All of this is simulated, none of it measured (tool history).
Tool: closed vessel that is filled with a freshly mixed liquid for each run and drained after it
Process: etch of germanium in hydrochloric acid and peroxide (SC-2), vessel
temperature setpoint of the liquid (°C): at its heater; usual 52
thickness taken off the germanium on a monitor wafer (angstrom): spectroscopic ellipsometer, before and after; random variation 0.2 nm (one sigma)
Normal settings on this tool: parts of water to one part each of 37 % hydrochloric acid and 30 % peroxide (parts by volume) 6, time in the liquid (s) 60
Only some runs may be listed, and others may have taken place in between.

run,hour,temperature setpoint of the liquid (°C),parts of water to one part each of 37 % hydrochloric acid and 30 % peroxide (parts by volume),time in the liquid (s),"read-back film thickness of the germanium reference wafer, read on the same gauge (nm)",thickness taken off the germanium on a monitor wafer (angstrom)
1,0,48,6,65,139.98,979.7
2,99.7,52,6,60,140.01,1027.1
3,193.9,52,6,60,139.98,1028.4
4,243.5,45,6,60,140.02,824
5,321.8,52,6,60,140,1027.2
# hour 350.3: new drum of peroxide connected
6,378.3,52,6,60,140.01,1037
# hour 389.5: gauge calibrated
7,460.1,52,6,40,140,691.4
# hour 495.2: chemicals flow meter replaced
# hour 501.7: thermometer replaced
8,566.3,52,5,35,140.02,594.5
9,650.9,52,6,60,139.99,1008.9
10,709.2,58,4,80,140,1646.1
11,816.1,44.5,5,35,139.99,466.9
12,913.4,46.5,6,80,139.99,1136.5
13,983.2,52,6,60,140.01,1010.5
14,1067.2,58.5,5,60,140.01,1244.2

Here are 3 independent what-if runs from the current tool condition. What would each one return?
A,1067.9,52,6,60,?,?
B,1067.9,52,8.5,80,?,?
C,1067.9,52,4,60,?,?

run,"read-back film thickness of the germanium reference wafer, read on the same gauge (nm)",thickness taken off the germanium on a monitor wafer (angstrom)
A,139.99,1014.6
B,139.99,1321.2
C,139.99,1027.4
Stripped of hidden state, with their random variation kept, the same runs would have yielded:
run,thickness taken off the germanium on a monitor wafer (angstrom)
A,1008.7
B,1317.7
C,1018.7
